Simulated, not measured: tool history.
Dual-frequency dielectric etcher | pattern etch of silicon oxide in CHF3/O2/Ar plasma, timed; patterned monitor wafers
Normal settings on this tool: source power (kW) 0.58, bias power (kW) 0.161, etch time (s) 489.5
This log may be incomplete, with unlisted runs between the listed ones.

run	hour	source power (kW)	bias power (kW)	etch time (s)	wafers since the last listed run	hours since the last wet clean	hours since the last source power generator calibration	hours since the last bias power generator calibration	hours since the last upper electrode change	hours since the gauge calibration	read-back reference wafer on the same gauge, depth_nm	mean etch depth across the wafer (nm)
1	0	0.58	0.161	489.5	0	265.5	2799.7	2188.6	4443.8	147	978.2	852.8
2	20.6	0.58	0.161	489.5	63	286.1	2820.3	2209.2	4464.4	167.6	978.7	852.6
3	34.1	0.53	0.161	489.5	41	299.6	2833.8	2222.7	4477.9	181.1	978.2	832.1
4	65.3	0.53	0.161	489.5	96	330.8	2865	2253.9	4509.1	212.3	978.9	832
5	147.4	0.53	0.161	489.5	254	412.9	2947.1	2336	4591.2	294.4	979.8	832.3
6	171.6	0.58	0.161	489.5	74	437.1	2971.3	2360.2	4615.4	318.6	981.6	858.8
7	196.1	0.58	0.161	489.5	75	461.6	2995.8	2384.7	4639.9	343.1	982.9	860.4
8	216.6	0.58	0.161	400	63	482.1	3016.3	2405.2	4660.4	363.6	983.8	699.5
9	243.7	0.58	0.161	400	83	509.2	3043.4	2432.3	4687.5	390.7	983.7	701.9
10	258.4	0.58	0.161	489.5	45	523.9	3058.1	2447	4702.2	405.4	985.9	856
11	272.1	0.58	0.186	428	42	537.6	3071.8	2460.7	4715.9	419.1	987.5	802.1
12	299.4	0.64	0.192	489.5	84	564.9	3099.1	2488	4743.2	446.4	986.6	957.5
# hour 341.9: upper electrode replaced
# hour 343.2: wet clean of the chamber
13	343.7	0.62	0.161	489.5	58	0.5	3143.4	2532.3	1.8	490.7	989.2	881.9
14	344.2	0.53	0.179	533	1	1	3143.9	2532.8	2.3	491.2	988.6	961
# hour 364.2: bias power generator calibrated
15	364.7	0.58	0.161	489.5	51	21.5	3164.4	0.5	22.8	511.7	989.4	867.4
# hour 371.6: gauge calibrated
# hour 393.9: source power generator calibrated
16	445.1	0.58	0.161	489.5	236	101.9	51.2	80.9	103.2	73.5	977.4	854.8
17	459.5	0.65	0.189	489.5	44	116.3	65.6	95.3	117.6	87.9	977.1	948.9
18	482.8	0.71	0.175	566	72	139.6	88.9	118.6	140.9	111.2	979	1083.4
19	495.1	0.58	0.188	594	38	151.9	101.2	130.9	153.2	123.5	979.6	1110.1
20	594.2	0.44	0.145	418	306	251	200.3	230	252.3	222.6	979.7	647.7

Hidden state or all else? Some run-to-run changes of mean etch depth across the wafer (nm), split into what the settings, what came in and random variation would give without the hidden state, and what is left for the hidden state (with any gauge scatter that isn't in both results):
Hidden conditions of the tool in this case: etch rate over this chamber's usual, %; source power that arrives over what is set, %; bias power that arrives over what is set, %; gauge reads high (%).
Run 7 -> 8: etch time (s) 489.5 -> 400. mean etch depth across the wafer (nm) -160.9: hidden state -0.5, all else -160.4.
Run 11 -> 12: source power (kW) 0.58 -> 0.64, bias power (kW) 0.186 -> 0.192, etch time (s) 428 -> 489.5. mean etch depth across the wafer (nm) +155.4: hidden state +2.6, all else +152.8.
Run 15 -> 16: gauge calibrated, source power generator calibrated. mean etch depth across the wafer (nm) -12.6: hidden state -10.8, all else -1.8.
Run 19 -> 20: source power (kW) 0.58 -> 0.44, bias power (kW) 0.188 -> 0.145, etch time (s) 594 -> 418. mean etch depth across the wafer (nm) -462.4: hidden state +0.4, all else -462.8.

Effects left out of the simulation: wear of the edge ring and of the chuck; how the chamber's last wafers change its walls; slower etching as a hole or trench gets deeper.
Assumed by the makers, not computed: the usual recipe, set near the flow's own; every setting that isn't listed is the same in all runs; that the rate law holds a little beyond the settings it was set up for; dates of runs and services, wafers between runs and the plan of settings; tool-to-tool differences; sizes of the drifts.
